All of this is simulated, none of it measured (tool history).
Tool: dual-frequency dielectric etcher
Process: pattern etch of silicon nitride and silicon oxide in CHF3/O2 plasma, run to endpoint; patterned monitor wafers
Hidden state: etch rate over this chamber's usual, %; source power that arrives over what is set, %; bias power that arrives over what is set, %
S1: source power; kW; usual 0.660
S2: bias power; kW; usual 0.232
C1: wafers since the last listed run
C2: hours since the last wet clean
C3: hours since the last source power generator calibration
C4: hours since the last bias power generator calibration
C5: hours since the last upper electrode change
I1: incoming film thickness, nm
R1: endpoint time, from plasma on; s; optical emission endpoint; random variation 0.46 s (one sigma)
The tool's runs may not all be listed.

run    hour     S1     S2    C1     C2      C3      C4      C5     I1     R1
  1     0.0  0.660  0.192     0  194.9  1595.6  1337.7  2845.4  223.5  142.7
  2   102.7  0.660  0.192   514  297.6  1698.3  1440.4  2948.1  222.3  141.6
  3   187.5  0.660  0.232   424  382.4  1783.1  1525.2  3032.9  221.7  133.5
  4   232.3  0.660  0.232   224  427.2  1827.9  1570.0  3077.7  222.1  133.1
  5   273.9  0.660  0.232   208  468.8  1869.5  1611.6  3119.3  220.4  131.1
  6   343.9  0.660  0.232   350  538.8  1939.5  1681.6  3189.3  223.2  134.0
      395.4  -- wet clean of the chamber
  7   437.8  0.570  0.275   349   42.4  2033.4  1775.5  3283.2  223.8  133.7
  8   479.8  0.660  0.220   210   84.4  2075.4  1817.5  3325.2  222.1  135.9
  9   581.4  0.660  0.220   508  186.0  2177.0  1919.1  3426.8  222.4  135.7
 10   670.3  0.660  0.220   444  274.9  2265.9  2008.0  3515.7  220.2  134.4
 11   713.4  0.660  0.232   215  318.0  2309.0  2051.1  3558.8  222.6  132.7
 12   806.2  0.660  0.232   464  410.8  2401.8  2143.9  3651.6  226.7  135.5
      926.7  -- wet clean of the chamber
 13  1092.6  0.660  0.232  1313  165.9  2688.2  2430.3  3938.0  222.1  132.9
 14  1158.2  0.660  0.232   328  231.5  2753.8  2495.9  4003.6  225.8  135.7
 15  1205.9  0.660  0.232   238  279.2  2801.5  2543.6  4051.3  221.6  131.4
 16  1250.3  0.660  0.281   222  323.6  2845.9  2588.0  4095.7  223.0  125.4
 17  1317.5  0.750  0.288   336  390.8  2913.1  2655.2  4162.9  224.4  118.7
 18  1390.1  0.610  0.264   363  463.4  2985.7  2727.8  4235.5  222.7  130.7
 19  1450.1  0.660  0.283   300  523.4  3045.7  2787.8  4295.5  223.4  124.4
 20  1510.2  0.600  0.182   300  583.5  3105.8  2847.9  4355.6  223.1  149.2
 21  1557.3  0.660  0.220   235  630.6  3152.9  2895.0  4402.7  221.5  134.3
     1589.4  -- wet clean of the chamber
     1630.9  -- upper electrode replaced
 22  1656.0  0.740  0.270   253   66.6  3251.6  2993.7    25.1  224.3  121.8
 23  1694.0  0.660  0.232   190  104.6  3289.6  3031.7    63.1  222.0  132.5
     1790.4  -- source power generator calibrated
 24  1790.9  0.600  0.203   465  201.5     0.5  3128.6   160.0  223.0  146.1
     1843.4  -- bias power generator calibrated
 25  1889.6  0.660  0.232   474  300.2    99.2    46.2   258.7  223.0  135.7
 26  1986.1  0.660  0.232   483  396.7   195.7   142.7   355.2  222.2  135.3
 27  2054.1  0.600  0.232   340  464.7   263.7   210.7   423.2  222.3  138.7
 28  2109.6  0.580  0.279   277  520.2   319.2   266.2   478.7  220.8  131.3
     2211.7  -- wet clean of the chamber
 29  2212.2  0.620  0.232   393    0.5   421.8   368.8   581.3  221.2  137.0
 30  2376.6  0.660  0.181   822  164.9   586.2   533.2   745.7  223.8  144.9
 31  2467.2  0.760  0.212   453  255.5   676.8   623.8   836.3  224.2  132.1
 32  2566.5  0.710  0.196   497  354.8   776.1   723.1   935.6  222.5  137.0
 33  2625.6  0.510  0.191   295  413.9   835.2   782.2   994.7  222.3  157.9
 34  2679.1  0.660  0.232   267  467.4   888.7   835.7  1048.2  226.0  135.6
     2751.9  -- wet clean of the chamber
 35  2771.6  0.710  0.261   342   19.7   981.2   928.2  1140.7  224.1  126.0

4 ways to go on from here, each from the tool as it stands after run 35. What would each give?
  A  2772.1  0.660  0.232   2  20.2  981.7  928.7  1141.2  224.1   ?
  B  2772.1  0.550  0.274   2  20.2  981.7  928.7  1141.2  224.1   ?
  C  2772.1  0.740  0.261   2  20.2  981.7  928.7  1141.2  224.1   ?
  D  2772.1  0.590  0.232   2  20.2  981.7  928.7  1141.2  224.1   ?

run     R1
  A  134.1
  B  135.8
  C  123.4
  D  140.0
Without the tool's hidden state the same runs would have given:
run     R1
  A  135.3
  B  137.0
  C  124.5
  D  141.2
